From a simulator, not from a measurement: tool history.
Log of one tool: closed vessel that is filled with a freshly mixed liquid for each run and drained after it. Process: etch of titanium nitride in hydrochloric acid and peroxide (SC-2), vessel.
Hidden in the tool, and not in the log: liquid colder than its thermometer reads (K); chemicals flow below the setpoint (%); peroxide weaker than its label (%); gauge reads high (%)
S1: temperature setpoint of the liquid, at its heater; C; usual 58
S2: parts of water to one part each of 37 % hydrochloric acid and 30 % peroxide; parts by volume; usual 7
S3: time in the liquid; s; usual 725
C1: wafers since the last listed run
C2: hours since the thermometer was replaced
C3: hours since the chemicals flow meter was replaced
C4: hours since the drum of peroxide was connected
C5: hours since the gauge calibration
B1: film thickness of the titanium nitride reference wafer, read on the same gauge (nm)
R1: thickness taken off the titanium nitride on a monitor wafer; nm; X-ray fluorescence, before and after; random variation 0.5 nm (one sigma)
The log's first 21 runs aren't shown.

At hour 501.6: gauge calibrated.
Run 22, hour 528: usual settings but S1 48.5 C, S2 9.5 parts by volume, S3 505 s; C1 1288; C2 51.3; C3 466; C4 289.1; C5 26.4; B1 60.03. Result: R1 18.36 nm.
Run 23, hour 546.9: usual settings but S2 10 parts by volume, S3 445 s; C1 733; C2 70.2; C3 484.9; C4 308; C5 45.3; B1 59.97. Result: R1 29.12 nm.
Run 24, hour 578.1: usual settings; C1 1211; C2 101.4; C3 516.1; C4 339.2; C5 76.5; B1 60.01. Result: R1 62.63 nm.
Run 25, hour 596.3: usual settings; C1 706; C2 119.6; C3 534.3; C4 357.4; C5 94.7; B1 60.03. Result: R1 62.8 nm.
Run 26, hour 610.1: usual settings but S2 8 parts by volume, S3 410 s; C1 535; C2 133.4; C3 548.1; C4 371.2; C5 108.5; B1 59.96. Result: R1 32.15 nm.
Run 27, hour 639.5: usual settings but S1 65.5 C, S2 8.5 parts by volume, S3 1065 s; C1 1141; C2 162.8; C3 577.5; C4 400.6; C5 137.9; B1 60.01. Result: R1 125.15 nm.
Run 28, hour 665.4: usual settings; C1 1005; C2 188.7; C3 603.4; C4 426.5; C5 163.8; B1 59.98. Result: R1 63.84 nm.
Run 29, hour 697.7: usual settings but S1 49 C, S2 4 parts by volume, S3 925 s; C1 1253; C2 221; C3 635.7; C4 458.8; C5 196.1; B1 59.98. Result: R1 65.74 nm.
Run 30, hour 730.1: usual settings but S3 590 s; C1 1257; C2 253.4; C3 668.1; C4 491.2; C5 228.5; B1 60. Result: R1 51.24 nm.

3 ways to go on from here, each from the tool as it stands after run 30. What would each give?
Run A, hour 731: usual settings; C1 34; C2 254.3; C3 669; C4 492.1; C5 229.4; B1 ?. Result: R1 ?.
Run B, hour 731: usual settings but S1 49 C, S3 860 s; C1 34; C2 254.3; C3 669; C4 492.1; C5 229.4; B1 ?. Result: R1 ?.
Run C, hour 731: usual settings but S3 1030 s; C1 34; C2 254.3; C3 669; C4 492.1; C5 229.4; B1 ?. Result: R1 ?.

run     B1     R1
  A  59.99  62.92
  B  59.99  41.48
  C  59.99  89.38
Without the tool's hidden state the same runs would have given:
run     R1
  A  62.92
  B  41.48
  C  89.38
